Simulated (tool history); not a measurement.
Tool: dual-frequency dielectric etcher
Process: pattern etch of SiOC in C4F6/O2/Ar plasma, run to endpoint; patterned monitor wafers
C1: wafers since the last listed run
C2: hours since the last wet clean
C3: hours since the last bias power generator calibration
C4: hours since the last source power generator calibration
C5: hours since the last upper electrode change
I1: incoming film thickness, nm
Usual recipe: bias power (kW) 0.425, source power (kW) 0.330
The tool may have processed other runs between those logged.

run 1 hour=0.0 | bias_power_(kW)=0.425 source_power_(kW)=0.300 | C1=0 C2=298.7 C3=1207.2 C4=4142.3 C5=3612.0 | I1=50.4 | endpoint_time_(s)=18.7
run 2 hour=50.9 | bias_power_(kW)=0.425 source_power_(kW)=0.300 | C1=493 C2=349.6 C3=1258.1 C4=4193.2 C5=3662.9 | I1=50.9 | endpoint_time_(s)=18.9
-- hour=114.4 wet clean of the chamber
run 3 hour=114.9 | bias_power_(kW)=0.425 source_power_(kW)=0.300 | C1=387 C2=0.5 C3=1322.1 C4=4257.2 C5=3726.9 | I1=50.2 | endpoint_time_(s)=18.5
run 4 hour=145.0 | bias_power_(kW)=0.425 source_power_(kW)=0.370 | C1=291 C2=30.6 C3=1352.2 C4=4287.3 C5=3757.0 | I1=50.5 | endpoint_time_(s)=16.9
run 5 hour=186.4 | bias_power_(kW)=0.425 source_power_(kW)=0.370 | C1=401 C2=72.0 C3=1393.6 C4=4328.7 C5=3798.4 | I1=51.2 | endpoint_time_(s)=17.1
run 6 hour=211.4 | bias_power_(kW)=0.387 source_power_(kW)=0.330 | C1=242 C2=97.0 C3=1418.6 C4=4353.7 C5=3823.4 | I1=50.5 | endpoint_time_(s)=18.1
run 7 hour=253.2 | bias_power_(kW)=0.425 source_power_(kW)=0.330 | C1=405 C2=138.8 C3=1460.4 C4=4395.5 C5=3865.2 | I1=50.8 | endpoint_time_(s)=17.8
run 8 hour=280.3 | bias_power_(kW)=0.425 source_power_(kW)=0.330 | C1=262 C2=165.9 C3=1487.5 C4=4422.6 C5=3892.3 | I1=50.9 | endpoint_time_(s)=18.0
run 9 hour=325.7 | bias_power_(kW)=0.425 source_power_(kW)=0.330 | C1=440 C2=211.3 C3=1532.9 C4=4468.0 C5=3937.7 | I1=50.5 | endpoint_time_(s)=17.8
run 10 hour=393.0 | bias_power_(kW)=0.488 source_power_(kW)=0.390 | C1=652 C2=278.6 C3=1600.2 C4=4535.3 C5=4005.0 | I1=50.5 | endpoint_time_(s)=16.1
run 11 hour=448.5 | bias_power_(kW)=0.488 source_power_(kW)=0.390 | C1=537 C2=334.1 C3=1655.7 C4=4590.8 C5=4060.5 | I1=50.3 | endpoint_time_(s)=16.0
run 12 hour=478.8 | bias_power_(kW)=0.488 source_power_(kW)=0.390 | C1=293 C2=364.4 C3=1686.0 C4=4621.1 C5=4090.8 | I1=50.9 | endpoint_time_(s)=16.2
-- hour=547.8 wet clean of the chamber
run 13 hour=548.3 | bias_power_(kW)=0.425 source_power_(kW)=0.330 | C1=440 C2=0.5 C3=1755.5 C4=4690.6 C5=4160.3 | I1=51.0 | endpoint_time_(s)=17.9
run 14 hour=565.5 | bias_power_(kW)=0.425 source_power_(kW)=0.330 | C1=166 C2=17.7 C3=1772.7 C4=4707.8 C5=4177.5 | I1=51.2 | endpoint_time_(s)=17.9
run 15 hour=643.1 | bias_power_(kW)=0.425 source_power_(kW)=0.390 | C1=752 C2=95.3 C3=1850.3 C4=4785.4 C5=4255.1 | I1=50.5 | endpoint_time_(s)=16.4
run 16 hour=668.8 | bias_power_(kW)=0.453 source_power_(kW)=0.380 | C1=249 C2=121.0 C3=1876.0 C4=4811.1 C5=4280.8 | I1=50.3 | endpoint_time_(s)=16.3
run 17 hour=724.3 | bias_power_(kW)=0.488 source_power_(kW)=0.390 | C1=537 C2=176.5 C3=1931.5 C4=4866.6 C5=4336.3 | I1=49.8 | endpoint_time_(s)=15.8
run 18 hour=754.2 | bias_power_(kW)=0.425 source_power_(kW)=0.330 | C1=289 C2=206.4 C3=1961.4 C4=4896.5 C5=4366.2 | I1=50.3 | endpoint_time_(s)=17.8
run 19 hour=793.1 | bias_power_(kW)=0.394 source_power_(kW)=0.260 | C1=377 C2=245.3 C3=2000.3 C4=4935.4 C5=4405.1 | I1=50.4 | endpoint_time_(s)=20.4
-- hour=837.4 bias power generator calibrated
run 20 hour=861.7 | bias_power_(kW)=0.361 source_power_(kW)=0.250 | C1=626 C2=313.9 C3=24.3 C4=5004.0 C5=4473.7 | I1=50.9 | endpoint_time_(s)=21.6
run 21 hour=931.6 | bias_power_(kW)=0.425 source_power_(kW)=0.350 | C1=677 C2=383.8 C3=94.2 C4=5073.9 C5=4543.6 | I1=50.5 | endpoint_time_(s)=17.7
run 22 hour=972.1 | bias_power_(kW)=0.368 source_power_(kW)=0.290 | C1=392 C2=424.3 C3=134.7 C4=5114.4 C5=4584.1 | I1=50.4 | endpoint_time_(s)=19.9
run 23 hour=999.3 | bias_power_(kW)=0.336 source_power_(kW)=0.260 | C1=263 C2=451.5 C3=161.9 C4=5141.6 C5=4611.3 | I1=50.6 | endpoint_time_(s)=21.5
-- hour=1041.0 upper electrode replaced
-- hour=1055.0 wet clean of the chamber
-- hour=1078.7 source power generator calibrated
run 24 hour=1195.0 | bias_power_(kW)=0.482 source_power_(kW)=0.330 | C1=1489 C2=140.0 C3=357.6 C4=116.3 C5=154.0 | I1=50.3 | endpoint_time_(s)=17.3
run 25 hour=1228.4 | bias_power_(kW)=0.327 source_power_(kW)=0.330 | C1=323 C2=173.4 C3=391.0 C4=149.7 C5=187.4 | I1=50.8 | endpoint_time_(s)=19.1
run 26 hour=1292.9 | bias_power_(kW)=0.425 source_power_(kW)=0.330 | C1=625 C2=237.9 C3=455.5 C4=214.2 C5=251.9 | I1=50.5 | endpoint_time_(s)=18.0
run 27 hour=1344.9 | bias_power_(kW)=0.502 source_power_(kW)=0.260 | C1=503 C2=289.9 C3=507.5 C4=266.2 C5=303.9 | I1=50.4 | endpoint_time_(s)=19.4
run 28 hour=1382.3 | bias_power_(kW)=0.467 source_power_(kW)=0.330 | C1=362 C2=327.3 C3=544.9 C4=303.6 C5=341.3 | I1=50.7 | endpoint_time_(s)=17.6
run 29 hour=1435.1 | bias_power_(kW)=0.336 source_power_(kW)=0.400 | C1=511 C2=380.1 C3=597.7 C4=356.4 C5=394.1 | I1=50.7 | endpoint_time_(s)=17.6
-- hour=1460.0 wet clean of the chamber
run 30 hour=1494.7 | bias_power_(kW)=0.374 source_power_(kW)=0.270 | C1=345 C2=34.7 C3=657.3 C4=416.0 C5=453.7 | I1=50.3 | endpoint_time_(s)=20.2
run 31 hour=1528.5 | bias_power_(kW)=0.501 source_power_(kW)=0.330 | C1=327 C2=68.5 C3=691.1 C4=449.8 C5=487.5 | I1=50.8 | endpoint_time_(s)=17.2
run 32 hour=1594.1 | bias_power_(kW)=0.461 source_power_(kW)=0.300 | C1=635 C2=134.1 C3=756.7 C4=515.4 C5=553.1 | I1=50.7 | endpoint_time_(s)=18.3
run 33 hour=1636.5 | bias_power_(kW)=0.499 source_power_(kW)=0.390 | C1=410 C2=176.5 C3=799.1 C4=557.8 C5=595.5 | I1=50.0 | endpoint_time_(s)=15.7
run 34 hour=1703.7 | bias_power_(kW)=0.476 source_power_(kW)=0.300 | C1=651 C2=243.7 C3=866.3 C4=625.0 C5=662.7 | I1=50.6 | endpoint_time_(s)=18.2
run 35 hour=1772.8 | bias_power_(kW)=0.425 source_power_(kW)=0.330 | C1=669 C2=312.8 C3=935.4 C4=694.1 C5=731.8 | I1=50.7 | endpoint_time_(s)=18.1

Selected run-to-run steps in endpoint time (s), each split into two signed amounts: the part the tool would show with no hidden state at all (from settings, incoming material and random variation), and the remainder, which goes to the hidden state together with any gauge scatter not common to the measured and the hidden-state-free results:
The tool's hidden condition here consists of: etch rate over this chamber's usual, %; bias power that arrives over what is set, %; source power that arrives over what is set, %.
Run 2 -> 3: wet clean of the chamber. endpoint time (s) -0.4: hidden state -0.3, all else -0.1.
Run 12 -> 13: bias power (kW) 0.488 -> 0.425, source power (kW) 0.390 -> 0.330, wet clean of the chamber. endpoint time (s) +1.7: hidden state -0.3, all else +2.0.
Run 20 -> 21: bias power (kW) 0.361 -> 0.425, source power (kW) 0.250 -> 0.350. endpoint time (s) -3.9: hidden state +0.0, all else -3.9.
Run 23 -> 24: bias power (kW) 0.336 -> 0.482, source power (kW) 0.260 -> 0.330, upper electrode replaced, wet clean of the chamber, source power generator calibrated. endpoint time (s) -4.2: hidden state -0.3, all else -3.9.
Run 30 -> 31: bias power (kW) 0.374 -> 0.501, source power (kW) 0.270 -> 0.330. endpoint time (s) -3.0: hidden state +0.0, all else -3.0.

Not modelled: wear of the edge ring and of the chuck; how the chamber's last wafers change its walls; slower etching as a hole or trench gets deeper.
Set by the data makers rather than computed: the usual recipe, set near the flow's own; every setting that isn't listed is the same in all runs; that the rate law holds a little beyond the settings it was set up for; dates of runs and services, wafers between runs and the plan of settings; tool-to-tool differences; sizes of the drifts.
